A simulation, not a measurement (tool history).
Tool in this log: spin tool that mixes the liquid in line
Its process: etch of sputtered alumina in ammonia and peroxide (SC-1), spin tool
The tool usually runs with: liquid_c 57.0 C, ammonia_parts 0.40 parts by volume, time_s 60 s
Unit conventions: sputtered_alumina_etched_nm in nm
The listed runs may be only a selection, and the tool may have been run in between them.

run	hour	liquid_c	ammonia_parts	time_s	read-back film thickness of the sputtered alumina reference wafer, read on the same gauge (nm)	sputtered_alumina_etched_nm
1	0.0	57.0	0.40	60	139.984	4.522
2	43.7	57.0	0.40	60	140.011	4.539
3	99.3	63.5	0.60	80	140.031	8.760
4	144.3	48.5	0.20	80	140.011	3.590
# hour 194.4: new drum of ammonia solution connected
5	213.4	57.0	0.20	90	140.011	6.348
6	253.6	57.0	0.40	60	139.969	4.524
# hour 260.8: ammonia flow meter replaced
7	283.9	61.0	0.55	30	139.994	2.868
8	340.0	52.5	0.40	60	139.996	3.535
# hour 370.9: gauge calibrated
9	407.6	50.0	0.20	60	139.990	2.888
10	439.8	53.5	0.50	90	139.969	5.667
11	507.8	54.5	0.40	80	140.018	5.224
12	603.7	53.0	0.60	85	139.967	5.373
13	667.3	61.5	0.25	60	139.992	5.355
14	706.8	63.5	0.45	80	139.994	8.377
# hour 775.8: new drum of ammonia solution connected
15	890.2	57.0	0.40	60	140.012	4.395
16	933.5	48.5	0.25	35	139.992	1.547

Run 17 has not been measured yet. What should we expect?
17	961.2	57.0	0.40	60	?	?

read-back film thickness of the sputtered alumina reference wafer, read on the same gauge (nm): 140.009
sputtered_alumina_etched_nm: 4.462 nm
The same run, on a tool lacking any hidden state, would have yielded sputtered_alumina_etched_nm 4.644 nm.
